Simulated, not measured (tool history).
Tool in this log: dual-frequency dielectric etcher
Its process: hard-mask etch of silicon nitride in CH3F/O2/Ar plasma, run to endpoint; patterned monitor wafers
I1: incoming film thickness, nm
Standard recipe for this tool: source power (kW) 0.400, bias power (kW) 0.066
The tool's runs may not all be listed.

run 1 hour=0.0 | source_power_(kW)=0.400 bias_power_(kW)=0.066 | I1=35.11 | endpoint_time_(s)=51.9
run 2 hour=13.9 | source_power_(kW)=0.400 bias_power_(kW)=0.066 | I1=35.28 | endpoint_time_(s)=52.3
run 3 hour=21.7 | source_power_(kW)=0.400 bias_power_(kW)=0.066 | I1=35.24 | endpoint_time_(s)=52.3
run 4 hour=36.3 | source_power_(kW)=0.400 bias_power_(kW)=0.061 | I1=35.12 | endpoint_time_(s)=53.6
run 5 hour=50.3 | source_power_(kW)=0.400 bias_power_(kW)=0.061 | I1=34.80 | endpoint_time_(s)=53.2
run 6 hour=56.4 | source_power_(kW)=0.400 bias_power_(kW)=0.066 | I1=35.06 | endpoint_time_(s)=51.9
run 7 hour=64.9 | source_power_(kW)=0.400 bias_power_(kW)=0.066 | I1=35.16 | endpoint_time_(s)=52.0
run 8 hour=74.5 | source_power_(kW)=0.400 bias_power_(kW)=0.066 | I1=35.03 | endpoint_time_(s)=51.8
run 9 hour=81.8 | source_power_(kW)=0.400 bias_power_(kW)=0.066 | I1=35.04 | endpoint_time_(s)=51.6
run 10 hour=98.3 | source_power_(kW)=0.400 bias_power_(kW)=0.066 | I1=35.13 | endpoint_time_(s)=51.7
-- hour=124.3 upper electrode replaced
run 11 hour=124.8 | source_power_(kW)=0.400 bias_power_(kW)=0.066 | I1=35.07 | endpoint_time_(s)=51.6
run 12 hour=125.4 | source_power_(kW)=0.400 bias_power_(kW)=0.066 | I1=35.28 | endpoint_time_(s)=51.8
run 13 hour=136.3 | source_power_(kW)=0.400 bias_power_(kW)=0.066 | I1=35.54 | endpoint_time_(s)=52.3
run 14 hour=143.9 | source_power_(kW)=0.400 bias_power_(kW)=0.066 | I1=35.30 | endpoint_time_(s)=51.8
-- hour=170.1 wet clean of the chamber
run 15 hour=170.6 | source_power_(kW)=0.400 bias_power_(kW)=0.066 | I1=35.25 | endpoint_time_(s)=53.7
run 16 hour=171.0 | source_power_(kW)=0.400 bias_power_(kW)=0.066 | I1=35.44 | endpoint_time_(s)=53.9
-- hour=176.6 bias power generator calibrated
run 17 hour=184.4 | source_power_(kW)=0.370 bias_power_(kW)=0.059 | I1=35.30 | endpoint_time_(s)=58.1
-- hour=210.8 source power generator calibrated
run 18 hour=211.3 | source_power_(kW)=0.400 bias_power_(kW)=0.066 | I1=35.09 | endpoint_time_(s)=53.2
run 19 hour=219.2 | source_power_(kW)=0.400 bias_power_(kW)=0.066 | I1=34.89 | endpoint_time_(s)=52.9
run 20 hour=230.8 | source_power_(kW)=0.340 bias_power_(kW)=0.056 | I1=35.34 | endpoint_time_(s)=61.4
run 21 hour=248.6 | source_power_(kW)=0.310 bias_power_(kW)=0.080 | I1=35.22 | endpoint_time_(s)=53.3
run 22 hour=257.8 | source_power_(kW)=0.360 bias_power_(kW)=0.079 | I1=35.24 | endpoint_time_(s)=51.0
run 23 hour=269.3 | source_power_(kW)=0.450 bias_power_(kW)=0.081 | I1=35.27 | endpoint_time_(s)=46.5
run 24 hour=275.4 | source_power_(kW)=0.320 bias_power_(kW)=0.059 | I1=34.97 | endpoint_time_(s)=60.5
run 25 hour=292.4 | source_power_(kW)=0.490 bias_power_(kW)=0.074 | I1=35.31 | endpoint_time_(s)=47.2
run 26 hour=299.8 | source_power_(kW)=0.400 bias_power_(kW)=0.066 | I1=34.81 | endpoint_time_(s)=52.7
run 27 hour=307.2 | source_power_(kW)=0.400 bias_power_(kW)=0.066 | I1=35.27 | endpoint_time_(s)=53.2
run 28 hour=315.7 | source_power_(kW)=0.400 bias_power_(kW)=0.052 | I1=35.43 | endpoint_time_(s)=60.1
run 29 hour=326.6 | source_power_(kW)=0.360 bias_power_(kW)=0.066 | I1=34.99 | endpoint_time_(s)=54.6
run 30 hour=344.3 | source_power_(kW)=0.400 bias_power_(kW)=0.066 | I1=35.35 | endpoint_time_(s)=53.1

Here are 3 independent what-if runs from the current tool condition. What would each one return?
run A hour=344.7 | source_power_(kW)=0.470 bias_power_(kW)=0.066 | I1=35.13 | endpoint_time_(s)=?
run B hour=344.7 | source_power_(kW)=0.340 bias_power_(kW)=0.081 | I1=35.13 | endpoint_time_(s)=?
run C hour=344.7 | source_power_(kW)=0.320 bias_power_(kW)=0.066 | I1=35.13 | endpoint_time_(s)=?

run=A endpoint_time_(s)=49.9
run=B endpoint_time_(s)=50.8
run=C endpoint_time_(s)=57.1
The same runs, with their run-to-run variation unchanged, on a tool lacking any hidden condition would have given:
run=A endpoint_time_(s)=50.5
run=B endpoint_time_(s)=51.4
run=C endpoint_time_(s)=57.8
